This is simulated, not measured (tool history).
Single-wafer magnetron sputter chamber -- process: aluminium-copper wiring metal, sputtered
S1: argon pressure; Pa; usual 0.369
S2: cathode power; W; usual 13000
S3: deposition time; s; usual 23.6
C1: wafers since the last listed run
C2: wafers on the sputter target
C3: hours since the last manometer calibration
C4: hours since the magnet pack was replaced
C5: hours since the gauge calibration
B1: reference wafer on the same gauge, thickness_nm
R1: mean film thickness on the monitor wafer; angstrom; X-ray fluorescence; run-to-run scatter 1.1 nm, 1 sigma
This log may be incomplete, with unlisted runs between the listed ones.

| run | hour | S1 | S2 | S3 | C1 | C2 | C3 | C4 | C5 | B1 | R1 |
|---|---|---|---|---|---|---|---|---|---|---|---|
| 1 | 0.0 | 0.369 | 13000 | 23.6 | 0 | 2085 | 2389.8 | 6054.1 | 1679.1 | 515.935 | 5318.11 |
| 2 | 36.6 | 0.369 | 13000 | 23.6 | 973 | 3058 | 2426.4 | 6090.7 | 1715.7 | 515.971 | 5330.31 |
| 3 | 123.0 | 0.369 | 11350 | 23.6 | 2298 | 5357 | 2512.8 | 6177.1 | 1802.1 | 516.070 | 4714.59 |
| 4 | 186.7 | 0.369 | 13000 | 23.6 | 1694 | 7051 | 2576.5 | 6240.8 | 1865.8 | 515.995 | 5311.90 |
| 5 | 244.1 | 0.369 | 13000 | 23.6 | 1526 | 8578 | 2633.9 | 6298.2 | 1923.2 | 515.867 | 5316.68 |
| 6 | 300.2 | 0.369 | 13000 | 23.6 | 1492 | 10071 | 2690.0 | 6354.3 | 1979.3 | 516.026 | 5282.44 |
| 7 | 370.3 | 0.369 | 13000 | 23.6 | 1864 | 11936 | 2760.1 | 6424.4 | 2049.4 | 516.157 | 5290.82 |
| 8 | 416.1 | 0.369 | 13000 | 23.6 | 1218 | 13154 | 2805.9 | 6470.2 | 2095.2 | 516.051 | 5274.19 |
| 9 | 505.2 | 0.369 | 13000 | 23.6 | 2370 | 15524 | 2895.0 | 6559.3 | 2184.3 | 515.894 | 5258.90 |
|  | 572.7 | sputter target and shields replaced |
| 10 | 583.0 | 0.369 | 15400 | 23.6 | 1856 | 274 | 2972.8 | 6637.1 | 2262.1 | 515.836 | 6187.82 |
| 11 | 690.1 | 0.369 | 11850 | 23.6 | 2849 | 3123 | 3079.9 | 6744.2 | 2369.2 | 516.173 | 4902.02 |
| 12 | 772.9 | 0.242 | 9750 | 21.3 | 2202 | 5326 | 3162.7 | 6827.0 | 2452.0 | 515.932 | 3907.93 |
| 13 | 833.1 | 0.369 | 13000 | 23.6 | 1601 | 6927 | 3222.9 | 6887.2 | 2512.2 | 516.178 | 5304.66 |
| 14 | 909.9 | 0.316 | 14900 | 19.6 | 2043 | 8970 | 3299.7 | 6964.0 | 2589.0 | 516.000 | 5071.70 |
|  | 933.8 | gauge calibrated |
|  | 963.6 | capacitance manometer re-zeroed and calibrated |
| 15 | 996.7 | 0.369 | 13000 | 23.6 | 2096 | 11066 | 33.1 | 7050.8 | 62.9 | 515.938 | 5286.00 |
|  | 1030.6 | magnet pack replaced |
| 16 | 1068.8 | 0.369 | 10250 | 23.6 | 1705 | 12772 | 105.2 | 38.2 | 135.0 | 515.905 | 4285.80 |
| 17 | 1121.2 | 0.325 | 10900 | 23.6 | 1393 | 14166 | 157.6 | 90.6 | 187.4 | 515.952 | 4574.48 |
|  | 1132.8 | sputter target and shields replaced |
| 18 | 1227.4 | 0.485 | 13000 | 27.7 | 2612 | 2517 | 263.8 | 196.8 | 293.6 | 515.826 | 5999.60 |
| 19 | 1274.3 | 0.237 | 12150 | 26.1 | 1247 | 3765 | 310.7 | 243.7 | 340.5 | 516.018 | 5806.21 |
| 20 | 1339.6 | 0.265 | 11050 | 21.1 | 1737 | 5502 | 376.0 | 309.0 | 405.8 | 516.153 | 4283.79 |
| 21 | 1401.3 | 0.369 | 13000 | 23.6 | 1641 | 7143 | 437.7 | 370.7 | 467.5 | 516.264 | 5326.25 |
| 22 | 1447.9 | 0.369 | 13000 | 23.6 | 1239 | 8383 | 484.3 | 417.3 | 514.1 | 516.083 | 5320.14 |
| 23 | 1527.6 | 0.449 | 14500 | 20.0 | 2120 | 10503 | 564.0 | 497.0 | 593.8 | 516.057 | 4800.75 |
| 24 | 1567.8 | 0.484 | 13000 | 27.2 | 1069 | 11573 | 604.2 | 537.2 | 634.0 | 516.169 | 5853.13 |
| 25 | 1628.3 | 0.308 | 13000 | 23.6 | 1609 | 13182 | 664.7 | 597.7 | 694.5 | 515.993 | 5398.57 |
|  | 1731.5 | sputter target and shields replaced |
| 26 | 1732.0 | 0.409 | 13000 | 23.6 | 2545 | 13 | 768.4 | 701.4 | 798.2 | 516.046 | 5247.24 |
| 27 | 1775.6 | 0.369 | 13000 | 21.0 | 1159 | 1173 | 812.0 | 745.0 | 841.8 | 516.063 | 4732.05 |
| 28 | 1857.7 | 0.454 | 15050 | 23.6 | 2184 | 3357 | 894.1 | 827.1 | 923.9 | 515.806 | 5864.63 |
| 29 | 1959.6 | 0.369 | 13000 | 23.6 | 2710 | 6067 | 996.0 | 929.0 | 1025.8 | 515.951 | 5293.75 |
| 30 | 2141.8 | 0.369 | 10750 | 24.9 | 4846 | 10914 | 1178.2 | 1111.2 | 1208.0 | 515.851 | 4722.31 |
| 31 | 2246.8 | 0.277 | 13000 | 25.5 | 2793 | 13708 | 1283.2 | 1216.2 | 1313.0 | 516.147 | 5888.93 |
|  | 2275.5 | sputter target and shields replaced |
| 32 | 2287.0 | 0.369 | 13000 | 27.9 | 856 | 306 | 1323.4 | 1256.4 | 1353.2 | 515.883 | 6307.89 |
| 33 | 2336.7 | 0.369 | 13000 | 19.0 | 1322 | 1628 | 1373.1 | 1306.1 | 1402.9 | 516.074 | 4286.41 |
| 34 | 2437.8 | 0.330 | 10450 | 25.3 | 2689 | 4318 | 1474.2 | 1407.2 | 1504.0 | 516.108 | 4787.37 |

Predict each of these 4 candidate next runs independently; none follows another, all start after run 34:
| A | 2438.2 | 0.313 | 13000 | 23.6 | 10 | 4328 | 1474.6 | 1407.6 | 1504.4 | ? | ? |
| B | 2438.2 | 0.473 | 11100 | 27.2 | 10 | 4328 | 1474.6 | 1407.6 | 1504.4 | ? | ? |
| C | 2438.2 | 0.433 | 13000 | 27.5 | 10 | 4328 | 1474.6 | 1407.6 | 1504.4 | ? | ? |
| D | 2438.2 | 0.369 | 13000 | 20.2 | 10 | 4328 | 1474.6 | 1407.6 | 1504.4 | ? | ? |

| run | B1 | R1 |
|---|---|---|
| A | 516.111 | 5446.15 |
| B | 516.111 | 5159.53 |
| C | 516.111 | 6079.70 |
| D | 516.111 | 4568.76 |
Without the tool's unlogged condition, the same runs would have read:
| run | R1 |
|---|---|
| A | 5455.31 |
| B | 5168.21 |
| C | 6089.93 |
| D | 4576.44 |
